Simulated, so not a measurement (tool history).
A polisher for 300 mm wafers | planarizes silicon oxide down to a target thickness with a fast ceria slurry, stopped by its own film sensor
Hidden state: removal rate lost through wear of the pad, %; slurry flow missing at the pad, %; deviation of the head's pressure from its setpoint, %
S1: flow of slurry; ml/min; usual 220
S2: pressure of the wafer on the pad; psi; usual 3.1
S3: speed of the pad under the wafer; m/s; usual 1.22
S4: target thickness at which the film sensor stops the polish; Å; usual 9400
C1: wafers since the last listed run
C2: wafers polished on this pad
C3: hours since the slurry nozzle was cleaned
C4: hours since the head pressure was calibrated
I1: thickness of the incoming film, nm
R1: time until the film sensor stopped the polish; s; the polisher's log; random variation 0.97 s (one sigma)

{"run": 1, "hour": 0.0, "S1": 255, "S2": 3.1, "S3": 1.48, "S4": 9400, "C1": 0, "C2": 3958, "C3": 558.6, "C4": 558.1, "I1": 2454.4, "R1": 58.7}
{"hour": 41.8, "done": "head pressure recalibrated"}
{"run": 2, "hour": 52.2, "S1": 255, "S2": 3.1, "S3": 1.48, "S4": 9400, "C1": 580, "C2": 4539, "C3": 610.8, "C4": 10.4, "I1": 2540.1, "R1": 67.1}
{"hour": 60.2, "done": "slurry nozzle cleaned"}
{"hour": 114.1, "done": "worn pad replaced by a new one"}
{"run": 3, "hour": 130.2, "S1": 220, "S2": 3.1, "S3": 1.22, "S4": 9400, "C1": 843, "C2": 185, "C3": 70.0, "C4": 88.4, "I1": 2508.3, "R1": 71.5}
{"run": 4, "hour": 234.1, "S1": 220, "S2": 3.1, "S3": 1.22, "S4": 9400, "C1": 1201, "C2": 1386, "C3": 173.9, "C4": 192.3, "I1": 2509.1, "R1": 71.2}
{"run": 5, "hour": 298.4, "S1": 220, "S2": 2.7, "S3": 1.22, "S4": 9400, "C1": 743, "C2": 2130, "C3": 238.2, "C4": 256.6, "I1": 2479.7, "R1": 81.4}
{"run": 6, "hour": 393.0, "S1": 220, "S2": 2.7, "S3": 1.22, "S4": 9400, "C1": 1093, "C2": 3223, "C3": 332.8, "C4": 351.2, "I1": 2504.1, "R1": 82.9}
{"hour": 531.2, "done": "head pressure recalibrated"}
{"hour": 572.1, "done": "worn pad replaced by a new one"}
{"hour": 667.2, "done": "slurry nozzle cleaned"}
{"run": 7, "hour": 694.3, "S1": 160, "S2": 3.1, "S3": 1.22, "S4": 9400, "C1": 3402, "C2": 1400, "C3": 27.1, "C4": 163.1, "I1": 2504.4, "R1": 76.3}
{"run": 8, "hour": 761.3, "S1": 220, "S2": 3.1, "S3": 1.22, "S4": 9400, "C1": 774, "C2": 2175, "C3": 94.1, "C4": 230.1, "I1": 2499.1, "R1": 70.6}
{"run": 9, "hour": 866.3, "S1": 220, "S2": 3.1, "S3": 1.22, "S4": 9400, "C1": 1213, "C2": 3389, "C3": 199.1, "C4": 335.1, "I1": 2518.0, "R1": 72.9}
{"run": 10, "hour": 947.3, "S1": 220, "S2": 3.1, "S3": 1.22, "S4": 9400, "C1": 936, "C2": 4325, "C3": 280.1, "C4": 416.1, "I1": 2522.8, "R1": 72.3}
{"run": 11, "hour": 1009.1, "S1": 220, "S2": 2.6, "S3": 1.22, "S4": 13460, "C1": 714, "C2": 5040, "C3": 341.9, "C4": 477.9, "I1": 2503.4, "R1": 60.6}
{"run": 12, "hour": 1045.9, "S1": 220, "S2": 2.6, "S3": 1.22, "S4": 13460, "C1": 425, "C2": 5465, "C3": 378.7, "C4": 514.7, "I1": 2443.5, "R1": 58.4}
{"hour": 1057.2, "done": "worn pad replaced by a new one"}
{"run": 13, "hour": 1123.8, "S1": 220, "S2": 2.8, "S3": 1.22, "S4": 9400, "C1": 854, "C2": 769, "C3": 456.6, "C4": 592.6, "I1": 2482.6, "R1": 70.0}
{"hour": 1166.4, "done": "head pressure recalibrated"}
{"hour": 1353.3, "done": "slurry nozzle cleaned"}
{"run": 14, "hour": 1360.0, "S1": 220, "S2": 2.8, "S3": 1.22, "S4": 9400, "C1": 2696, "C2": 3466, "C3": 6.7, "C4": 193.6, "I1": 2541.1, "R1": 84.5}
{"run": 15, "hour": 1436.6, "S1": 220, "S2": 3.1, "S3": 1.22, "S4": 9400, "C1": 885, "C2": 4351, "C3": 83.3, "C4": 270.2, "I1": 2516.0, "R1": 71.6}
{"hour": 1531.6, "done": "worn pad replaced by a new one"}
{"run": 16, "hour": 1611.7, "S1": 190, "S2": 3.7, "S3": 0.82, "S4": 9400, "C1": 1978, "C2": 926, "C3": 258.4, "C4": 445.3, "I1": 2527.7, "R1": 79.6}
{"hour": 1670.9, "done": "head pressure recalibrated"}
{"run": 17, "hour": 1901.0, "S1": 260, "S2": 3.7, "S3": 1.22, "S4": 6120, "C1": 3321, "C2": 4248, "C3": 547.7, "C4": 230.1, "I1": 2491.1, "R1": 71.4}
{"run": 18, "hour": 1972.6, "S1": 220, "S2": 3.1, "S3": 1.22, "S4": 9400, "C1": 827, "C2": 5076, "C3": 619.3, "C4": 301.7, "I1": 2506.3, "R1": 73.6}
{"run": 19, "hour": 2019.2, "S1": 160, "S2": 2.4, "S3": 1.22, "S4": 9400, "C1": 538, "C2": 5614, "C3": 665.9, "C4": 348.3, "I1": 2476.8, "R1": 98.8}
{"hour": 2056.6, "done": "worn pad replaced by a new one"}
{"run": 20, "hour": 2087.5, "S1": 160, "S2": 3.1, "S3": 0.94, "S4": 5160, "C1": 743, "C2": 357, "C3": 734.2, "C4": 416.6, "I1": 2488.3, "R1": 110.9}
{"hour": 2090.8, "done": "slurry nozzle cleaned"}
{"run": 21, "hour": 2124.0, "S1": 260, "S2": 3.7, "S3": 1.22, "S4": 6120, "C1": 410, "C2": 768, "C3": 33.2, "C4": 453.1, "I1": 2456.9, "R1": 65.8}
{"run": 22, "hour": 2206.6, "S1": 220, "S2": 4.1, "S3": 0.86, "S4": 9400, "C1": 954, "C2": 1723, "C3": 115.8, "C4": 535.7, "I1": 2490.0, "R1": 68.1}
{"hour": 2230.0, "done": "head pressure recalibrated"}
{"run": 23, "hour": 2292.6, "S1": 220, "S2": 3.1, "S3": 1.22, "S4": 9400, "C1": 971, "C2": 2694, "C3": 201.8, "C4": 62.6, "I1": 2494.4, "R1": 73.5}
{"run": 24, "hour": 2331.8, "S1": 255, "S2": 3.1, "S3": 1.22, "S4": 5410, "C1": 453, "C2": 3147, "C3": 241.0, "C4": 101.8, "I1": 2496.3, "R1": 91.4}
{"run": 25, "hour": 2382.3, "S1": 290, "S2": 3.1, "S3": 1.22, "S4": 9400, "C1": 583, "C2": 3731, "C3": 291.5, "C4": 152.3, "I1": 2476.2, "R1": 71.6}
{"run": 26, "hour": 2421.1, "S1": 220, "S2": 3.1, "S3": 1.22, "S4": 9400, "C1": 448, "C2": 4179, "C3": 330.3, "C4": 191.1, "I1": 2531.5, "R1": 75.8}
{"run": 27, "hour": 2508.1, "S1": 270, "S2": 3.1, "S3": 1.22, "S4": 5240, "C1": 1005, "C2": 5185, "C3": 417.3, "C4": 278.1, "I1": 2528.3, "R1": 93.1}
{"run": 28, "hour": 2595.4, "S1": 175, "S2": 3.1, "S3": 1.56, "S4": 9400, "C1": 1009, "C2": 6195, "C3": 504.6, "C4": 365.4, "I1": 2473.5, "R1": 59.4}
{"hour": 2612.6, "done": "worn pad replaced by a new one"}
{"run": 29, "hour": 2642.8, "S1": 260, "S2": 2.0, "S3": 1.22, "S4": 9400, "C1": 501, "C2": 349, "C3": 552.0, "C4": 412.8, "I1": 2514.6, "R1": 99.7}

What the log doesn't show, run by run:
slurry flow missing at the pad, %: 0 in every run
H1: removal rate lost through wear of the pad, %
H2: deviation of the head's pressure from its setpoint, %
run=1 H1=10.6 H2=7.54
run=2 H1=11 H2=0.718
run=3 H1=3.41 H2=1.92
run=4 H1=7.78 H2=3.51
run=5 H1=9.45 H2=4.5
run=6 H1=11 H2=5.95
run=7 H1=5.61 H2=3.04
run=8 H1=7.31 H2=4.07
run=9 H1=8.96 H2=5.68
run=10 H1=9.71 H2=6.93
run=11 H1=10.1 H2=7.88
run=12 H1=10.3 H2=8.44
run=13 H1=3.59 H2=9.64
run=14 H1=9.04 H2=3.61
run=15 H1=9.72 H2=4.79
run=16 H1=4.47 H2=7.48
run=17 H1=9.97 H2=2.77
run=18 H1=10.4 H2=3.87
run=19 H1=10.6 H2=4.59
run=20 H1=2.28 H2=5.63
run=21 H1=3.97 H2=6.19
run=22 H1=6.71 H2=7.46
run=23 H1=8.48 H2=1.15
run=24 H1=9.05 H2=1.75
run=25 H1=9.61 H2=2.52
run=26 H1=9.94 H2=3.12
run=27 H1=10.5 H2=4.45
run=28 H1=10.8 H2=5.79
run=29 H1=3.19 H2=6.52
